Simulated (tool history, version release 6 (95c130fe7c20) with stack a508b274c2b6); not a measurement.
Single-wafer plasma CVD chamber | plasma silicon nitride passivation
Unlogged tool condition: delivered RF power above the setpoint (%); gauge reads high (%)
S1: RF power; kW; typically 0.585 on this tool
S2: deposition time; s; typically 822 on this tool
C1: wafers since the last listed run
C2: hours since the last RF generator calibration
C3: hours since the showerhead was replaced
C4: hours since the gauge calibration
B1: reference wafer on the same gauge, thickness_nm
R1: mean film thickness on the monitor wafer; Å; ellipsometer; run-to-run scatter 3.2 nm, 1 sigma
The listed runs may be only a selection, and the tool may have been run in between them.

| run | day | S1 | S2 | C1 | C2 | C3 | C4 | B1 | R1 |
|---|---|---|---|---|---|---|---|---|---|
| 1 | 0 | 0.615 | 822 | 0 | 989.2 | 2768.1 | 848.5 | 1370.292 | 11874.04 |
| 2 | 2.575 | 0.615 | 822 | 145 | 1051 | 2829.9 | 910.3 | 1370.39 | 11817.37 |
| 3 | 4.958 | 0.585 | 822 | 135 | 1108.2 | 2887.1 | 967.5 | 1369.552 | 11708.8 |
| 4 | 7.371 | 0.585 | 822 | 136 | 1166.1 | 2945 | 1025.4 | 1368.917 | 11636.7 |
| 5 | 9.733 | 0.585 | 822 | 133 | 1222.8 | 3001.7 | 1082.1 | 1369.996 | 11737.26 |
| 6 | 11.658 | 0.585 | 822 | 109 | 1269 | 3047.9 | 1128.3 | 1371.154 | 11609.57 |
| 7 | 15.212 | 0.585 | 822 | 201 | 1354.3 | 3133.2 | 1213.6 | 1369.837 | 11735.63 |
| 8 | 18.95 | 0.585 | 822 | 211 | 1444 | 3222.9 | 1303.3 | 1370.026 | 11670.95 |
| 9 | 21.275 | 0.585 | 822 | 131 | 1499.8 | 3278.7 | 1359.1 | 1370.569 | 11635.34 |
| 10 | 24.058 | 0.585 | 906 | 157 | 1566.6 | 3345.5 | 1425.9 | 1369.915 | 12873.15 |
| 11 | 28.262 | 0.585 | 761 | 238 | 1667.5 | 3446.4 | 1526.8 | 1369.404 | 10784.94 |
| 12 | 30.475 | 0.67 | 873 | 125 | 1720.6 | 3499.5 | 1579.9 | 1369.765 | 12806.65 |
| 13 | 33.038 | 0.585 | 822 | 145 | 1782.1 | 3561 | 1641.4 | 1369.065 | 11639.23 |
| 14 | 37.412 | 0.685 | 868 | 247 | 1887.1 | 3666 | 1746.4 | 1370.063 | 12693.41 |
| 15 | 45.562 | 0.585 | 903 | 461 | 2082.7 | 3861.6 | 1942 | 1370.651 | 12826.71 |
|  | 48.462 | showerhead replaced |
| 16 | 48.733 | 0.585 | 822 | 160 | 2158.8 | 6.5 | 2018.1 | 1369.851 | 11574.11 |
| 17 | 51.638 | 0.515 | 957 | 164 | 2228.5 | 76.2 | 2087.8 | 1370.062 | 13148.7 |
| 18 | 55.583 | 0.67 | 696 | 223 | 2323.2 | 170.9 | 2182.5 | 1368.187 | 10083.26 |
| 19 | 59.683 | 0.585 | 822 | 232 | 2421.6 | 269.3 | 2280.9 | 1370.09 | 11609.01 |
| 20 | 63.429 | 0.585 | 822 | 212 | 2511.5 | 359.2 | 2370.8 | 1370.721 | 11594.77 |
|  | 63.95 | gauge calibrated |
| 21 | 65.383 | 0.585 | 822 | 110 | 2558.4 | 406.1 | 34.4 | 1370.88 | 11507.01 |
|  | 66.088 | RF generator calibrated |
| 22 | 67.033 | 0.67 | 873 | 74 | 22.7 | 445.7 | 74 | 1369.856 | 12852.17 |
| 23 | 68.808 | 0.475 | 937 | 100 | 65.3 | 488.3 | 116.6 | 1370.164 | 12844.84 |
| 24 | 71.262 | 0.55 | 685 | 139 | 124.2 | 547.2 | 175.5 | 1369.797 | 9629.49 |
| 25 | 82.921 | 0.52 | 979 | 660 | 404 | 827 | 455.3 | 1370.26 | 13627.05 |
| 26 | 86.979 | 0.655 | 888 | 229 | 501.4 | 924.4 | 552.7 | 1369.803 | 12950.99 |

Below, each run's measurement less what the same run would have read without the hidden state. Both values contain the same run-to-run variation, but the gauge's scatter may not be the same in both:
| run | R1 |
|---|---|
| 1 | -33.6 |
| 2 | -37.02 |
| 3 | -40.15 |
| 4 | -43.6 |
| 5 | -47.8 |
| 6 | -50.51 |
| 7 | -57.4 |
| 8 | -64.18 |
| 9 | -68.63 |
| 10 | -82.34 |
| 11 | -77.58 |
| 12 | -97.75 |
| 13 | -94.98 |
| 14 | -115.61 |
| 15 | -141.47 |
| 16 | -136.95 |
| 17 | -165.62 |
| 18 | -137.9 |
| 19 | -172.43 |
| 20 | -185.23 |
| 21 | -190.78 |
| 22 | -9.18 |
| 23 | -9.28 |
| 24 | -7.22 |
| 25 | -15.01 |
| 26 | -16.97 |
